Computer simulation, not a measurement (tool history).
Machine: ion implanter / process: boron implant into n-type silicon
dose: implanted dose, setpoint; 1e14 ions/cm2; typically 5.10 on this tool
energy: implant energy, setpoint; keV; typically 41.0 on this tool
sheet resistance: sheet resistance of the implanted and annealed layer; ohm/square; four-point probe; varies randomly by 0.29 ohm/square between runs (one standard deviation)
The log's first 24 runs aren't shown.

run	day	dose	energy	wafers since the last listed run	hours since the last dose calibration	hours since the extraction supply was calibrated	hours since the gauge calibration	read-back reference wafer on the same gauge, sheet resistance	sheet resistance
25	78.858	6.14	53.0	743	622.8	516.7	565.8	183.95	165.27
26	83.333	5.76	27.0	1309	730.2	624.1	673.2	184.02	182.99
27	86.488	5.10	41.0	923	805.9	699.8	748.9	184.02	195.11
28	88.075	6.24	27.0	464	844.0	737.9	787.0	183.98	172.27
29	92.417	5.79	41.0	1270	948.2	842.1	891.2	184.01	175.96
30	95.462	5.77	49.5	891	1021.3	915.2	964.3	184.03	174.77
31	96.996	5.10	41.0	448	1058.1	952.0	1001.1	183.94	195.33
32	99.112	4.26	41.0	619	1108.9	1002.8	1051.9	184.02	226.73

For run 33, what comes out?
33	100.921	4.35	32.5	529	1152.3	1046.2	1095.3	?	?

read-back reference wafer on the same gauge, sheet resistance: 184.01
sheet resistance: 227.07 ohm/square
If the tool had no hidden condition, the same run with the same run-to-run variation would have returned sheet resistance 225.04 ohm/square.

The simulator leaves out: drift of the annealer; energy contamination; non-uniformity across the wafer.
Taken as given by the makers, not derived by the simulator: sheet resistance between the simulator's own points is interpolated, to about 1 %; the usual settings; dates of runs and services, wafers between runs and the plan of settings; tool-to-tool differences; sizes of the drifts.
